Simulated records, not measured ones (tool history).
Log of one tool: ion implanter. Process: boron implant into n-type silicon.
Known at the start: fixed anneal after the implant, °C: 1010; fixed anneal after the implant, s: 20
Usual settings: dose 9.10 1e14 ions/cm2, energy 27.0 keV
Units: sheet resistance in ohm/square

| run | hour | dose | energy | read-back reference wafer on the same gauge, sheet resistance | sheet resistance |
|---|---|---|---|---|---|
| 1 | 0.0 | 9.10 | 27.0 | 114.16 | 128.66 |
| 2 | 78.8 | 6.92 | 27.0 | 114.22 | 162.37 |
| 3 | 134.8 | 6.92 | 27.0 | 114.42 | 161.24 |
| 4 | 207.4 | 6.92 | 27.0 | 114.39 | 162.33 |
| 5 | 308.7 | 9.10 | 32.0 | 114.52 | 127.54 |
| 6 | 400.1 | 9.10 | 32.0 | 114.64 | 127.30 |
| 7 | 468.5 | 9.10 | 32.0 | 114.76 | 127.55 |
| 8 | 511.7 | 10.52 | 22.5 | 114.75 | 115.95 |
| 9 | 619.0 | 10.52 | 22.5 | 114.91 | 116.07 |
| 10 | 668.0 | 10.52 | 22.5 | 114.99 | 116.54 |
| 11 | 987.2 | 9.10 | 27.0 | 113.37 | 128.03 |
| 12 | 1067.5 | 9.10 | 27.0 | 113.52 | 128.10 |
| 13 | 1146.8 | 9.10 | 27.0 | 113.55 | 127.49 |
| 14 | 1215.3 | 9.10 | 27.0 | 113.71 | 127.99 |
| 15 | 1301.8 | 9.10 | 21.5 | 113.74 | 130.64 |
| 16 | 1382.7 | 10.78 | 21.0 | 113.79 | 113.77 |
| 17 | 1457.1 | 10.14 | 24.5 | 113.91 | 118.00 |
| 18 | 1545.7 | 9.10 | 27.0 | 114.06 | 128.35 |
| 19 | 1586.7 | 11.77 | 32.5 | 114.03 | 102.95 |
| 20 | 1627.0 | 10.23 | 21.0 | 114.16 | 119.32 |
| 21 | 1689.0 | 6.37 | 32.0 | 114.20 | 170.86 |
| 22 | 1752.4 | 6.58 | 32.0 | 114.30 | 166.44 |
| 23 | 1814.4 | 9.10 | 27.0 | 114.34 | 128.91 |
| 24 | 1858.0 | 11.68 | 27.0 | 114.40 | 104.81 |
| 25 | 1956.0 | 8.21 | 34.5 | 114.45 | 137.86 |
| 26 | 2062.2 | 11.62 | 22.5 | 114.67 | 107.34 |
| 27 | 2120.6 | 7.44 | 27.0 | 114.70 | 153.54 |

Not shown: 3 entries that the log had between the listed runs. Between which runs, and how does the tool's hidden state differ before and after?
Between runs 10 and 11: extraction supply calibrated (hour 851.7); gauge calibrated (hour 930.5)
  gauge reads high (%): 1.76 -> 0.329
  measured less the result without the state, sheet resistance: +2.02 -> +0.42 ohm/square
Between runs 12 and 13: Faraday cup replaced and dose calibrated (hour 1134.8)
  gauge reads high (%): 0.414 -> 0.498
  measured less the result without the state, sheet resistance: +0.53 -> +0.63 ohm/square

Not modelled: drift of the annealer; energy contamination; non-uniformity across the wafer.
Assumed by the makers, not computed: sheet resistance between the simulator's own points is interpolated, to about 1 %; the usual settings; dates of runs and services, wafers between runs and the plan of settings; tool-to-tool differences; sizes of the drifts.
